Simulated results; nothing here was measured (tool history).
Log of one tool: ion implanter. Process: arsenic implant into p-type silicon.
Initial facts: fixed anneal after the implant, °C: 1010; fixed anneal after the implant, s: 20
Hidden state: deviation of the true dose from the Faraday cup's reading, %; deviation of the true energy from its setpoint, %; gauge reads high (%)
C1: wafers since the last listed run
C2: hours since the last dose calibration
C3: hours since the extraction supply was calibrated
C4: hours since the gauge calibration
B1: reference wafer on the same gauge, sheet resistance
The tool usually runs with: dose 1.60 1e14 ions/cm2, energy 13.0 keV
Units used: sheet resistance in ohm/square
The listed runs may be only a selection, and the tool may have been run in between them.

{"run": 1, "hour": 0.0, "dose": 1.6, "energy": 13.0, "C1": 0, "C2": 546.8, "C3": 1253.9, "C4": 557.4, "B1": 592.18, "sheet resistance": 496.48}
{"run": 2, "hour": 78.7, "dose": 1.6, "energy": 13.0, "C1": 2196, "C2": 625.5, "C3": 1332.6, "C4": 636.1, "B1": 593.22, "sheet resistance": 499.31}
{"run": 3, "hour": 185.1, "dose": 1.6, "energy": 13.0, "C1": 2969, "C2": 731.9, "C3": 1439.0, "C4": 742.5, "B1": 592.71, "sheet resistance": 494.31}
{"run": 4, "hour": 267.0, "dose": 1.6, "energy": 13.0, "C1": 2285, "C2": 813.8, "C3": 1520.9, "C4": 824.4, "B1": 592.96, "sheet resistance": 499.01}
{"run": 5, "hour": 353.8, "dose": 1.6, "energy": 13.0, "C1": 2422, "C2": 900.6, "C3": 1607.7, "C4": 911.2, "B1": 592.6, "sheet resistance": 498.58}
{"run": 6, "hour": 417.6, "dose": 1.6, "energy": 11.0, "C1": 1780, "C2": 964.4, "C3": 1671.5, "C4": 975.0, "B1": 593.7, "sheet resistance": 507.69}
{"run": 7, "hour": 706.5, "dose": 1.6, "energy": 11.0, "C1": 8063, "C2": 1253.3, "C3": 1960.4, "C4": 1263.9, "B1": 593.32, "sheet resistance": 503.62}
{"hour": 926.9, "done": "extraction supply calibrated"}
{"run": 8, "hour": 927.4, "dose": 1.6, "energy": 13.0, "C1": 5941, "C2": 1474.2, "C3": 0.5, "C4": 1484.8, "B1": 593.44, "sheet resistance": 496.92}
{"run": 9, "hour": 964.4, "dose": 1.6, "energy": 13.0, "C1": 1032, "C2": 1511.2, "C3": 37.5, "C4": 1521.8, "B1": 592.78, "sheet resistance": 493.61}
{"hour": 1009.3, "done": "gauge calibrated"}
{"run": 10, "hour": 1038.5, "dose": 1.6, "energy": 13.0, "C1": 2068, "C2": 1585.3, "C3": 111.6, "C4": 29.2, "B1": 592.84, "sheet resistance": 494.12}
{"run": 11, "hour": 1118.3, "dose": 1.6, "energy": 15.5, "C1": 2227, "C2": 1665.1, "C3": 191.4, "C4": 109.0, "B1": 591.82, "sheet resistance": 477.4}
{"run": 12, "hour": 1205.5, "dose": 1.76, "energy": 13.0, "C1": 2433, "C2": 1752.3, "C3": 278.6, "C4": 196.2, "B1": 593.47, "sheet resistance": 455.62}
{"run": 13, "hour": 1249.3, "dose": 1.6, "energy": 15.0, "C1": 1222, "C2": 1796.1, "C3": 322.4, "C4": 240.0, "B1": 593.34, "sheet resistance": 481.54}
{"run": 14, "hour": 1325.4, "dose": 1.6, "energy": 15.0, "C1": 2123, "C2": 1872.2, "C3": 398.5, "C4": 316.1, "B1": 593.25, "sheet resistance": 478.87}
{"run": 15, "hour": 1411.1, "dose": 1.76, "energy": 13.0, "C1": 2391, "C2": 1957.9, "C3": 484.2, "C4": 401.8, "B1": 594.01, "sheet resistance": 454.43}
{"run": 16, "hour": 1473.8, "dose": 2.05, "energy": 11.5, "C1": 1749, "C2": 2020.6, "C3": 546.9, "C4": 464.5, "B1": 592.81, "sheet resistance": 408.07}
{"hour": 1498.4, "done": "Faraday cup replaced and dose calibrated"}
{"run": 17, "hour": 1555.0, "dose": 1.6, "energy": 17.0, "C1": 2042, "C2": 56.6, "C3": 628.1, "C4": 545.7, "B1": 593.38, "sheet resistance": 485.52}
{"run": 18, "hour": 1616.6, "dose": 1.22, "energy": 16.5, "C1": 1719, "C2": 118.2, "C3": 689.7, "C4": 607.3, "B1": 593.47, "sheet resistance": 592.93}
{"run": 19, "hour": 1678.6, "dose": 1.89, "energy": 14.5, "C1": 1730, "C2": 180.2, "C3": 751.7, "C4": 669.3, "B1": 593.12, "sheet resistance": 437.91}
{"run": 20, "hour": 1738.4, "dose": 1.6, "energy": 14.5, "C1": 1668, "C2": 240.0, "C3": 811.5, "C4": 729.1, "B1": 592.28, "sheet resistance": 495.02}
{"run": 21, "hour": 1815.3, "dose": 1.6, "energy": 13.0, "C1": 2146, "C2": 316.9, "C3": 888.4, "C4": 806.0, "B1": 593.94, "sheet resistance": 501.23}
{"run": 22, "hour": 1908.0, "dose": 2.01, "energy": 13.0, "C1": 2587, "C2": 409.6, "C3": 981.1, "C4": 898.7, "B1": 592.98, "sheet resistance": 421.32}
{"run": 23, "hour": 1955.3, "dose": 1.32, "energy": 11.0, "C1": 1320, "C2": 456.9, "C3": 1028.4, "C4": 946.0, "B1": 593.32, "sheet resistance": 590.49}
{"run": 24, "hour": 1992.8, "dose": 1.6, "energy": 13.0, "C1": 1046, "C2": 494.4, "C3": 1065.9, "C4": 983.5, "B1": 593.79, "sheet resistance": 498.73}
{"run": 25, "hour": 2079.6, "dose": 1.93, "energy": 8.5, "C1": 2422, "C2": 581.2, "C3": 1152.7, "C4": 1070.3, "B1": 592.5, "sheet resistance": 454.61}
{"run": 26, "hour": 2121.3, "dose": 1.24, "energy": 11.5, "C1": 1163, "C2": 622.9, "C3": 1194.4, "C4": 1112.0, "B1": 592.52, "sheet resistance": 613.18}
{"run": 27, "hour": 2173.0, "dose": 1.6, "energy": 13.0, "C1": 1442, "C2": 674.6, "C3": 1246.1, "C4": 1163.7, "B1": 593.06, "sheet resistance": 501.02}
{"run": 28, "hour": 2213.6, "dose": 1.39, "energy": 15.0, "C1": 1133, "C2": 715.2, "C3": 1286.7, "C4": 1204.3, "B1": 593.42, "sheet resistance": 547.67}

Each row is a separate what-if for the run after 28, all from the same tool condition, not one after another. Results?
{"run": "A", "hour": 2214.0, "dose": 1.6, "energy": 11.5, "C1": 11, "C2": 715.6, "C3": 1287.1, "C4": 1204.7, "B1": "?", "sheet resistance": "?"}
{"run": "B", "hour": 2214.0, "dose": 1.88, "energy": 13.0, "C1": 11, "C2": 715.6, "C3": 1287.1, "C4": 1204.7, "B1": "?", "sheet resistance": "?"}
{"run": "C", "hour": 2214.0, "dose": 2.07, "energy": 13.0, "C1": 11, "C2": 715.6, "C3": 1287.1, "C4": 1204.7, "B1": "?", "sheet resistance": "?"}
{"run": "D", "hour": 2214.0, "dose": 1.6, "energy": 16.5, "C1": 11, "C2": 715.6, "C3": 1287.1, "C4": 1204.7, "B1": "?", "sheet resistance": "?"}

run=A B1=592.50 sheet_resistance=506.00
run=B B1=592.50 sheet_resistance=441.11
run=C B1=592.50 sheet_resistance=409.87
run=D B1=592.50 sheet_resistance=483.31
What these runs would have given with no unlogged condition in the tool:
run=A sheet_resistance=507.22
run=B sheet_resistance=442.17
run=C sheet_resistance=410.87
run=D sheet_resistance=484.46
